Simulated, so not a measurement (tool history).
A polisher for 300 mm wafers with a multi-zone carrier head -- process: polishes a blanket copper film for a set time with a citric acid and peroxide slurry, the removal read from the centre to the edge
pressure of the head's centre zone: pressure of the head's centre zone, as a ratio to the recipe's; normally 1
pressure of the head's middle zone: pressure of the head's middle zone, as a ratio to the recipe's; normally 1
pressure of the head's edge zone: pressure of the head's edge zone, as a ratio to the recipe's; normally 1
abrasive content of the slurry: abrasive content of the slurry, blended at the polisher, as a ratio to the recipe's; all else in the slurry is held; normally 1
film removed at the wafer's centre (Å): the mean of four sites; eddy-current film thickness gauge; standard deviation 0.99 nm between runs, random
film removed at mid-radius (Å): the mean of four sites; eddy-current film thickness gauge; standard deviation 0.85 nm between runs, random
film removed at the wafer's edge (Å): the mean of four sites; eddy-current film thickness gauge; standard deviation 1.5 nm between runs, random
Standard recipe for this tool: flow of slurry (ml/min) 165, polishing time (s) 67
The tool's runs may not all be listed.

run,hour,flow of slurry (ml/min),pressure of the head's centre zone,pressure of the head's middle zone,pressure of the head's edge zone,abrasive content of the slurry,polishing time (s),wafers since the last listed run,wafers polished on this pad,hours since the slurry nozzle was cleaned,hours since the centre zone pressure was calibrated,hours since the edge zone pressure was calibrated,hours since the carrier head's membrane was replaced,"incoming thickness of the incoming film, nm",film removed at the wafer's centre (Å),film removed at mid-radius (Å),film removed at the wafer's edge (Å)
1,0,165,1,1,1,1,67,0,1927,475.6,244.9,787.2,477.7,750.5,1216,1196,1224
# hour 26.9: worn pad replaced by a new one
2,48.4,165,1,1,1,1,67,577,280,524,293.3,835.6,526.1,753.4,1234,1186,1251
3,73.2,165,1,1,1,1,67,322,602,548.8,318.1,860.4,550.9,739,1217,1202,1236
4,102.7,165,1,1,1,1,67,383,986,578.3,347.6,889.9,580.4,739.7,1217,1198,1235
5,162.2,165,1,1,1,1,67,774,1760,637.8,407.1,949.4,639.9,757.4,1220,1193,1242
6,230.8,165,1,1,1,1,67,892,2653,706.4,475.7,1018,708.5,747.6,1179,1168,1214
# hour 236.2: worn pad replaced by a new one
7,269.6,165,1,1,1,1,67,452,433,745.2,514.5,1056.8,747.3,758.1,1183,1176,1220
# hour 282.3: edge zone pressure recalibrated
8,332.7,165,1,1,1,1,67,795,1229,808.3,577.6,50.4,810.4,751.2,1178,1147,1249
# hour 342.1: slurry nozzle cleaned
# hour 354.9: carrier head's membrane replaced by a new one
9,399.2,165,1,1,1,1,67,787,2016,57.1,644.1,116.9,44.3,750.4,1266,1221,1284
# hour 407: worn pad replaced by a new one
10,456.2,165,1.1,1,1,1,90,689,640,114.1,701.1,173.9,101.3,752.6,1842,1635,1713
11,482.7,165,1,1,1,1.15,67,344,985,140.6,727.6,200.4,127.8,748.5,1298,1265,1331
12,507.4,165,1.1,1,1,1,90,321,1306,165.3,752.3,225.1,152.5,763.7,1838,1648,1705
# hour 571.7: worn pad replaced by a new one
13,574,165,1.04,1,1,1.1,55,814,29,231.9,818.9,291.7,219.1,755.8,1094,1026,1050
14,628.2,165,1,0.97,1,1,67,705,734,286.1,873.1,345.9,273.3,761.2,1250,1168,1263
15,664.4,130,1,1.04,1.1,1,67,471,1205,322.3,909.3,382.1,309.5,741.3,1176,1182,1280
# hour 683.3: centre zone pressure recalibrated
16,712.3,165,1,1,1,1,67,597,1803,370.2,29,430,357.4,744.5,1228,1218,1274
# hour 734.3: worn pad replaced by a new one
17,743.6,165,1,1,1,1,67,355,120,401.5,60.3,461.3,388.7,758.9,1240,1199,1232
18,768,165,1.07,1,1.05,1.15,45,317,437,425.9,84.7,485.7,413.1,747.1,931,837,895
19,832.8,110,0.92,1,1.08,1,67,843,1281,490.7,149.5,550.5,477.9,751.1,1007,1074,1213
20,898.1,165,1,1,1,1,67,849,2130,556,214.8,615.8,543.2,748,1224,1214,1241

What the log doesn't show, run by run:
removal rate lost through wear of the pad, %: 0 across all the runs
deviation of the centre zone's pressure from its setpoint, %: 0 across all the runs
deviation of the edge zone's pressure from its setpoint, %: 0 across all the runs
H1: slurry flow missing at the pad, %
run,H1
1,8.56
2,10.3
3,11.3
4,12.6
5,15.2
6,18.6
7,20.7
8,24.3
9,0.787
10,1.15
11,1.4
12,1.68
13,2.65
14,3.69
15,4.5
16,5.73
17,6.62
18,7.37
19,9.56
20,12.1
